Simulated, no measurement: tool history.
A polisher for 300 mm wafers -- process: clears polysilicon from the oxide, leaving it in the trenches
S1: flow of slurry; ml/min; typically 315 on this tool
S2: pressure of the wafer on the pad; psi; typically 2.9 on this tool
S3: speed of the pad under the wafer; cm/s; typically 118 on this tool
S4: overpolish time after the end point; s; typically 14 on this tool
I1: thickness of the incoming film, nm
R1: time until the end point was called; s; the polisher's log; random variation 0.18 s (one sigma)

| run | hour | S1 | S2 | S3 | S4 | I1 | R1 |
|---|---|---|---|---|---|---|---|
| 1 | 0 | 315 | 2.9 | 118 | 14 | 297.3 | 17.5 |
| 2 | 18.7 | 315 | 2.9 | 118 | 14 | 300.2 | 17.4 |
| 3 | 36.9 | 315 | 2.9 | 118 | 14 | 295.7 | 17.1 |
| 4 | 54.9 | 315 | 2.9 | 118 | 14 | 302.1 | 17.9 |
| 5 | 76 | 230 | 2.9 | 118 | 14 | 300.5 | 18.2 |
| 6 | 89.7 | 315 | 3.5 | 86 | 14 | 300.4 | 18.4 |
| 7 | 114.2 | 315 | 3.5 | 86 | 14 | 298.8 | 18.4 |
| 8 | 142.3 | 315 | 2.9 | 118 | 14 | 299.4 | 17.4 |
| 9 | 199.9 | 315 | 2.9 | 118 | 14 | 298.7 | 17.2 |
| 10 | 208.6 | 315 | 2.3 | 78 | 14 | 294.7 | 29.4 |
| 11 | 244.2 | 360 | 2.9 | 100 | 17 | 298.8 | 19.6 |
| 12 | 277.8 | 315 | 2.9 | 118 | 14 | 298.5 | 17.2 |
| 13 | 292.9 | 375 | 2.9 | 140 | 9 | 297.1 | 14.7 |
| 14 | 308.2 | 315 | 2.9 | 118 | 21 | 302.6 | 17.6 |
| 15 | 335.4 | 315 | 2.9 | 118 | 14 | 296.7 | 17.7 |
| 16 | 355 | 415 | 2.9 | 146 | 14 | 296.6 | 14 |
| 17 | 374.7 | 420 | 2.4 | 154 | 18 | 299.5 | 16.6 |

The log once held 5 entries between its listed runs, left out of this copy. Where does each go, and what is different about the tool's unlogged condition between the listed run before it and the listed run after it?
In the gap between runs 5 and 6: worn pad replaced by a new one (hour 84.8)
  no difference in the tool's unlogged condition between these two runs
In the gap between runs 7 and 8: head pressure recalibrated (hour 119.1)
  no difference in the tool's unlogged condition between these two runs
In the gap between runs 8 and 9: worn pad replaced by a new one (hour 199.4)
  no difference in the tool's unlogged condition between these two runs
In the gap between runs 11 and 12: slurry nozzle cleaned (hour 248.3)
  no difference in the tool's unlogged condition between these two runs
In the gap between runs 12 and 13: worn pad replaced by a new one (hour 292.3)
  no difference in the tool's unlogged condition between these two runs
